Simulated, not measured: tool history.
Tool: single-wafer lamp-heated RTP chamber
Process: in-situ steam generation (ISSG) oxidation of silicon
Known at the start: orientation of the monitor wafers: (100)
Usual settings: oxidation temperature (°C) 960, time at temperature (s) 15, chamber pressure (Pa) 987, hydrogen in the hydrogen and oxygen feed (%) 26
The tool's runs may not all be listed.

run,hour,oxidation temperature (°C),time at temperature (s),chamber pressure (Pa),hydrogen in the hydrogen and oxygen feed (%),wafers since the last listed run,wafers since the last pyrometer calibration,hours since the pressure gauge was zeroed,hours since the hydrogen flow controller was replaced,hours since the gauge calibration,"read-back reference wafer on the same gauge, thickness",oxide thickness on the monitor wafer (nm)
1,0,973,15,987,26,0,1664,4421.6,5937.2,191.9,5.039,4.792
2,60.1,960,17,987,26,775,2439,4481.7,5997.3,252,5.04,4.884
3,133,960,15,987,26,940,3379,4554.6,6070.2,324.9,5.043,4.658
4,203.3,960,15,987,26,906,4286,4624.9,6140.5,395.2,5.043,4.652
# hour 217.1: pyrometer window cleaned and pyrometer calibrated
# hour 450.2: hydrogen flow controller replaced
5,510,960,15,987,26,3749,3674,4931.6,59.8,701.9,5.045,4.667
6,570.1,960,15,987,26,775,4449,4991.7,119.9,762,5.042,4.656
7,632.3,960,15,987,26,802,5252,5053.9,182.1,824.2,5.042,4.633
# hour 647: gauge calibrated
# hour 666.3: pyrometer window cleaned and pyrometer calibrated
8,725.7,960,15,987,26,1101,766,5147.3,275.5,78.7,5.041,4.576
9,774.6,949,15,987,26,630,1397,5196.2,324.4,127.6,5.039,4.444
10,839.2,960,15,987,26,833,2230,5260.8,389,192.2,5.04,4.666
# hour 858.1: pressure gauge zeroed
11,911.5,960,15,920,31,829,3059,53.4,461.3,264.5,5.038,4.86
12,977.3,974,15,920,17,848,3908,119.2,527.1,330.3,5.041,4.346
13,1018.2,960,13,933,26,527,4436,160.1,568,371.2,5.04,4.375
# hour 1083.9: pyrometer window cleaned and pyrometer calibrated
14,1114.2,945,15,1080,22,1135,390,256.1,664,467.2,5.041,4.212
15,1177.1,960,13,933,26,811,1202,319,726.9,530.1,5.043,4.34
16,1215.9,979,11,987,26,500,1702,357.8,765.7,568.9,5.038,4.366

What the log doesn't show, run by run:
true pressure minus gauge reading, Torr: 0 on each run
deviation of the hydrogen flow from its setpoint, %: 0 on each run
gauge reads high (%): 0 on each run
H1: true wafer temperature minus pyrometer reading, K
run,H1
1,6.78
2,8.23
3,9.31
4,9.92
5,9.35
6,9.78
7,10.1
8,5.15
9,7.21
10,9
11,10.2
12,10.9
13,11.1
14,3.77
15,6.9
16,8.22
